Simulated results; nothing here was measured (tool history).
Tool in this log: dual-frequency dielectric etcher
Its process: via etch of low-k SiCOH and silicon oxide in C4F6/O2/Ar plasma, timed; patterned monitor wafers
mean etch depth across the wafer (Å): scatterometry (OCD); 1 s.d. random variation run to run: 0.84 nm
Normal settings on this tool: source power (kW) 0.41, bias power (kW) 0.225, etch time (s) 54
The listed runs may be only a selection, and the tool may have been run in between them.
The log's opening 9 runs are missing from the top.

run   hour  source power (kW)  bias power (kW)  etch time (s)  wafers since the last listed run  hours since the last wet clean  hours since the last source power generator calibration  hours since the last bias power generator calibration  hours since the last upper electrode change  hours since the gauge calibration  read-back reference wafer on the same gauge, depth_nm  mean etch depth across the wafer (Å)
 10  337.7               0.41            0.225             54                              1194                           543.5                                                   1691.2                                                 3621.3                                         4509                              883.4                                                  153.1                                  1762
 11  357.6               0.41            0.225             54                               302                           563.4                                                   1711.1                                                 3641.2                                       4528.9                              903.3                                                  153.3                                  1778
       402  -- wet clean of the chamber
 12  402.5               0.41            0.225             54                               318                             0.5                                                     1756                                                 3686.1                                       4573.8                              948.2                                                  152.8                                  1755
 13  418.8               0.41            0.225             54                               248                            16.8                                                   1772.3                                                 3702.4                                       4590.1                              964.5                                                  152.9                                  1751
 14  437.5               0.39            0.225             54                               284                            35.5                                                     1791                                                 3721.1                                       4608.8                              983.2                                                  152.8                                  1724
 15  451.3               0.32            0.263           61.5                               210                            49.3                                                   1804.8                                                 3734.9                                       4622.6                                997                                                  152.9                                  1823
 16  475.1               0.37             0.19           61.5                               362                            73.1                                                   1828.6                                                 3758.7                                       4646.4                             1020.8                                                    153                                  1796
 17  500.6               0.34            0.202             49                               388                            98.6                                                   1854.1                                                 3784.2                                       4671.9                             1046.3                                                  153.1                                  1376
     537.6  -- upper electrode replaced
 18  538.1               0.41            0.194             54                               205                           136.1                                                   1891.6                                                 3821.7                                          0.5                             1083.8                                                  152.9                                  1673
 19  554.1               0.37            0.248             60                               243                           152.1                                                   1907.6                                                 3837.7                                         16.5                             1099.8                                                  153.1                                  1901
     559.5  -- gauge calibrated
     576.1  -- bias power generator calibrated
     579.2  -- source power generator calibrated
 20  579.7               0.41            0.225             54                               281                           177.7                                                      0.5                                                    3.6                                         42.1                               20.2                                                  152.9                                  1715
 21  608.9               0.37            0.171           42.5                               444                           206.9                                                     29.7                                                   32.8                                         71.3                               49.4                                                  153.1                                  1176
 22    636               0.36            0.225           42.5                               412                             234                                                     56.8                                                   59.9                                         98.4                               76.5                                                  152.9                                  1270
 23  656.3               0.49            0.225             54                               308                           254.3                                                     77.1                                                   80.2                                        118.7                               96.8                                                    153                                  1902
 24    681               0.41            0.225             54                               375                             279                                                    101.8                                                  104.9                                        143.4                              121.5                                                  152.8                                  1724
 25  784.4               0.37            0.248             60                              1573                           382.4                                                    205.2                                                  208.3                                        246.8                              224.9                                                  152.9                                  1881
 26  815.8               0.36            0.195             40                               477                           413.8                                                    236.6                                                  239.7                                        278.2                              256.3                                                  152.8                                  1144
 27    899               0.35            0.272           64.5                              1266                             497                                                    319.8                                                  322.9                                        361.4                              339.5                                                    153                                  2034
 28  918.5               0.41            0.225             46                               296                           516.5                                                    339.3                                                  342.4                                        380.9                                359                                                  152.8                                  1486
 29    935               0.35            0.188             54                               251                             533                                                    355.8                                                  358.9                                        397.4                              375.5                                                  152.9                                  1499
 30  955.1               0.37            0.225             54                               305                           553.1                                                    375.9                                                    379                                        417.5                              395.6                                                    153                                  1662

4 ways to go on from here, each from the tool as it stands after run 30. What would each give?
  A  955.5               0.41            0.225             54                                 6                           553.5                                                    376.3                                                  379.4                                        417.9                                396                                                      ?                                     ?
  B  955.5               0.34            0.183             66                                 6                           553.5                                                    376.3                                                  379.4                                        417.9                                396                                                      ?                                     ?
  C  955.5                0.5            0.192             42                                 6                           553.5                                                    376.3                                                  379.4                                        417.9                                396                                                      ?                                     ?
  D  955.5               0.41            0.225           58.5                                 6                           553.5                                                    376.3                                                  379.4                                        417.9                                396                                                      ?                                     ?

run  read-back reference wafer on the same gauge, depth_nm  mean etch depth across the wafer (Å)
  A                                                  153.1                                  1744
  B                                                  153.1                                  1789
  C                                                  153.1                                  1438
  D                                                  153.1                                  1889
With no hidden state in the tool, these same runs would have given:
run  mean etch depth across the wafer (Å)
  A                                  1717
  B                                  1761
  C                                  1416
  D                                  1860
